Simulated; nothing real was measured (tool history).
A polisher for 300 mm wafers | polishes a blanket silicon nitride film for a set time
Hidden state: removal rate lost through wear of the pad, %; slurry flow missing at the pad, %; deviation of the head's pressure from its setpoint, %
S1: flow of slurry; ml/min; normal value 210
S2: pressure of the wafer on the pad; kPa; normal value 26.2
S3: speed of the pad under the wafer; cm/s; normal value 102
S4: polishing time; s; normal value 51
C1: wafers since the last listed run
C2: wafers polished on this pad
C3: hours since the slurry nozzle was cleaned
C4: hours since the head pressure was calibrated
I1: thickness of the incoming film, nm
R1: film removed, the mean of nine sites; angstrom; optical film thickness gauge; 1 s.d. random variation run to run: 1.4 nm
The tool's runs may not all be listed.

{"run": 1, "hour": 0.0, "S1": 210, "S2": 26.2, "S3": 102, "S4": 51, "C1": 0, "C2": 925, "C3": 245.6, "C4": 186.4, "I1": 401, "R1": 1064}
{"run": 2, "hour": 21.3, "S1": 210, "S2": 26.2, "S3": 102, "S4": 51, "C1": 236, "C2": 1162, "C3": 266.9, "C4": 207.7, "I1": 401.2, "R1": 1047}
{"run": 3, "hour": 39.6, "S1": 210, "S2": 26.2, "S3": 102, "S4": 51, "C1": 203, "C2": 1365, "C3": 285.2, "C4": 226, "I1": 395.5, "R1": 1045}
{"run": 4, "hour": 75.3, "S1": 210, "S2": 26.2, "S3": 118, "S4": 51, "C1": 396, "C2": 1761, "C3": 320.9, "C4": 261.7, "I1": 399.1, "R1": 1146}
{"run": 5, "hour": 97.3, "S1": 210, "S2": 26.2, "S3": 118, "S4": 51, "C1": 244, "C2": 2005, "C3": 342.9, "C4": 283.7, "I1": 403.7, "R1": 1131}
{"hour": 110.1, "done": "slurry nozzle cleaned"}
{"run": 6, "hour": 110.6, "S1": 210, "S2": 26.2, "S3": 80, "S4": 63, "C1": 136, "C2": 2142, "C3": 0.5, "C4": 297, "I1": 398, "R1": 1025}
{"run": 7, "hour": 130.0, "S1": 210, "S2": 26.2, "S3": 102, "S4": 51, "C1": 215, "C2": 2357, "C3": 19.9, "C4": 316.4, "I1": 399.4, "R1": 1011}
{"run": 8, "hour": 142.6, "S1": 210, "S2": 26.2, "S3": 102, "S4": 51, "C1": 139, "C2": 2497, "C3": 32.5, "C4": 329, "I1": 395.2, "R1": 983}
{"run": 9, "hour": 165.2, "S1": 210, "S2": 26.2, "S3": 102, "S4": 51, "C1": 250, "C2": 2748, "C3": 55.1, "C4": 351.6, "I1": 394.2, "R1": 980}
{"run": 10, "hour": 183.2, "S1": 210, "S2": 26.2, "S3": 102, "S4": 51, "C1": 199, "C2": 2948, "C3": 73.1, "C4": 369.6, "I1": 400.3, "R1": 973}
{"hour": 188.9, "done": "worn pad replaced by a new one, of another model than before"}
{"run": 11, "hour": 195.4, "S1": 210, "S2": 26.2, "S3": 102, "S4": 58, "C1": 91, "C2": 72, "C3": 85.3, "C4": 381.8, "I1": 397.4, "R1": 1241}
{"run": 12, "hour": 213.6, "S1": 210, "S2": 26.2, "S3": 102, "S4": 58, "C1": 202, "C2": 274, "C3": 103.5, "C4": 400, "I1": 401.4, "R1": 1243}
{"run": 13, "hour": 240.5, "S1": 210, "S2": 26.2, "S3": 102, "S4": 51, "C1": 298, "C2": 573, "C3": 130.4, "C4": 426.9, "I1": 403.4, "R1": 1069}
{"run": 14, "hour": 264.5, "S1": 210, "S2": 26.2, "S3": 102, "S4": 51, "C1": 266, "C2": 839, "C3": 154.4, "C4": 450.9, "I1": 395, "R1": 1062}
{"hour": 321.5, "done": "head pressure recalibrated"}
{"run": 15, "hour": 328.7, "S1": 210, "S2": 31.7, "S3": 78, "S4": 51, "C1": 690, "C2": 1530, "C3": 218.6, "C4": 7.2, "I1": 400.4, "R1": 1017}
{"run": 16, "hour": 342.2, "S1": 210, "S2": 32.4, "S3": 102, "S4": 51, "C1": 149, "C2": 1680, "C3": 232.1, "C4": 20.7, "I1": 396.9, "R1": 1192}
{"run": 17, "hour": 364.7, "S1": 210, "S2": 24.1, "S3": 102, "S4": 38, "C1": 249, "C2": 1929, "C3": 254.6, "C4": 43.2, "I1": 400.1, "R1": 724}
{"run": 18, "hour": 388.1, "S1": 210, "S2": 26.2, "S3": 122, "S4": 51, "C1": 259, "C2": 2189, "C3": 278, "C4": 66.6, "I1": 408.6, "R1": 1106}
{"hour": 397.1, "done": "slurry nozzle cleaned"}
{"hour": 452.3, "done": "worn pad replaced by a new one"}
{"run": 19, "hour": 487.7, "S1": 270, "S2": 29, "S3": 124, "S4": 62, "C1": 1050, "C2": 393, "C3": 90.6, "C4": 166.2, "I1": 403.5, "R1": 1622}
{"run": 20, "hour": 515.8, "S1": 210, "S2": 26.2, "S3": 102, "S4": 51, "C1": 311, "C2": 705, "C3": 118.7, "C4": 194.3, "I1": 402.4, "R1": 1044}
{"run": 21, "hour": 535.5, "S1": 210, "S2": 26.2, "S3": 102, "S4": 51, "C1": 218, "C2": 923, "C3": 138.4, "C4": 214, "I1": 405.6, "R1": 1058}
{"run": 22, "hour": 548.3, "S1": 155, "S2": 26.2, "S3": 118, "S4": 51, "C1": 142, "C2": 1066, "C3": 151.2, "C4": 226.8, "I1": 400.6, "R1": 1110}
{"run": 23, "hour": 566.5, "S1": 210, "S2": 17.9, "S3": 102, "S4": 51, "C1": 202, "C2": 1268, "C3": 169.4, "C4": 245, "I1": 397.1, "R1": 813}
{"run": 24, "hour": 638.5, "S1": 260, "S2": 33.8, "S3": 88, "S4": 51, "C1": 799, "C2": 2067, "C3": 241.4, "C4": 317, "I1": 396.4, "R1": 1115}
{"run": 25, "hour": 654.3, "S1": 185, "S2": 31, "S3": 102, "S4": 51, "C1": 175, "C2": 2242, "C3": 257.2, "C4": 332.8, "I1": 394.3, "R1": 1103}
{"hour": 658.7, "done": "worn pad replaced by a new one"}
{"run": 26, "hour": 684.4, "S1": 210, "S2": 26.2, "S3": 102, "S4": 51, "C1": 289, "C2": 285, "C3": 287.3, "C4": 362.9, "I1": 394.2, "R1": 1079}
{"hour": 703.7, "done": "slurry nozzle cleaned"}
{"run": 27, "hour": 710.5, "S1": 210, "S2": 26.2, "S3": 102, "S4": 51, "C1": 278, "C2": 564, "C3": 6.8, "C4": 389, "I1": 402.2, "R1": 1043}
{"run": 28, "hour": 743.3, "S1": 270, "S2": 26.2, "S3": 102, "S4": 51, "C1": 364, "C2": 928, "C3": 39.6, "C4": 421.8, "I1": 403.8, "R1": 1047}
{"run": 29, "hour": 759.5, "S1": 185, "S2": 26.2, "S3": 126, "S4": 63, "C1": 179, "C2": 1108, "C3": 55.8, "C4": 438, "I1": 398.7, "R1": 1427}
{"run": 30, "hour": 776.9, "S1": 210, "S2": 30.3, "S3": 102, "S4": 68, "C1": 193, "C2": 1301, "C3": 73.2, "C4": 455.4, "I1": 396, "R1": 1533}
{"hour": 787.4, "done": "head pressure recalibrated"}
{"run": 31, "hour": 802.3, "S1": 210, "S2": 26.2, "S3": 102, "S4": 51, "C1": 259, "C2": 1561, "C3": 98.6, "C4": 14.9, "I1": 398.5, "R1": 1006}
{"run": 32, "hour": 816.4, "S1": 210, "S2": 26.2, "S3": 102, "S4": 51, "C1": 156, "C2": 1717, "C3": 112.7, "C4": 29, "I1": 400.6, "R1": 1018}
{"run": 33, "hour": 828.7, "S1": 150, "S2": 17.9, "S3": 126, "S4": 58, "C1": 136, "C2": 1854, "C3": 125, "C4": 41.3, "I1": 399.6, "R1": 979}
{"run": 34, "hour": 852.7, "S1": 210, "S2": 26.2, "S3": 102, "S4": 51, "C1": 266, "C2": 2120, "C3": 149, "C4": 65.3, "I1": 397.4, "R1": 994}
{"hour": 880.3, "done": "worn pad replaced by a new one"}
{"run": 35, "hour": 884.1, "S1": 155, "S2": 26.2, "S3": 102, "S4": 51, "C1": 304, "C2": 42, "C3": 180.4, "C4": 96.7, "I1": 407.9, "R1": 1033}
{"run": 36, "hour": 898.2, "S1": 210, "S2": 26.2, "S3": 102, "S4": 51, "C1": 156, "C2": 198, "C3": 194.5, "C4": 110.8, "I1": 402.3, "R1": 1109}
{"run": 37, "hour": 925.4, "S1": 210, "S2": 26.2, "S3": 102, "S4": 51, "C1": 301, "C2": 500, "C3": 221.7, "C4": 138, "I1": 402.7, "R1": 1069}
{"run": 38, "hour": 946.3, "S1": 210, "S2": 17.9, "S3": 90, "S4": 51, "C1": 232, "C2": 732, "C3": 242.6, "C4": 158.9, "I1": 405.4, "R1": 763}

Describe how what the log doesn't record of the tool's condition differs between the last listed run preceding each entry between runs and the first listed run following it.
In the gap between runs 5 and 6: slurry nozzle cleaned (hour 110.1)
  removal rate lost through wear of the pad, %: 7.4 -> 7.94
  measured result minus the result with no hidden state, R1: -90 -> -89 angstrom
In the gap between runs 10 and 11: worn pad replaced by a new one, of another model than before (hour 188.9)
  removal rate lost through wear of the pad, %: 10.9 -> 0.456
  measured result minus the result with no hidden state, R1: -119 -> -6 angstrom
In the gap between runs 14 and 15: head pressure recalibrated (hour 321.5)
  removal rate lost through wear of the pad, %: 3.26 -> 5.87
  measured result minus the result with no hidden state, R1: -35 -> -64 angstrom
In the gap between runs 18 and 19: slurry nozzle cleaned (hour 397.1); worn pad replaced by a new one (hour 452.3)
  removal rate lost through wear of the pad, %: 8.29 -> 2.68
  measured result minus the result with no hidden state, R1: -100 -> -44 angstrom
In the gap between runs 25 and 26: worn pad replaced by a new one (hour 658.7)
  removal rate lost through wear of the pad, %: 9.45 -> 2.37
  measured result minus the result with no hidden state, R1: -115 -> -26 angstrom
In the gap between runs 26 and 27: slurry nozzle cleaned (hour 703.7)
  removal rate lost through wear of the pad, %: 2.37 -> 3.43
  measured result minus the result with no hidden state, R1: -26 -> -38 angstrom
In the gap between runs 30 and 31: head pressure recalibrated (hour 787.4)
  removal rate lost through wear of the pad, %: 6.13 -> 7.16
  measured result minus the result with no hidden state, R1: -100 -> -78 angstrom
In the gap between runs 34 and 35: worn pad replaced by a new one (hour 880.3)
  removal rate lost through wear of the pad, %: 9.21 -> 1.73
  measured result minus the result with no hidden state, R1: -100 -> -19 angstrom
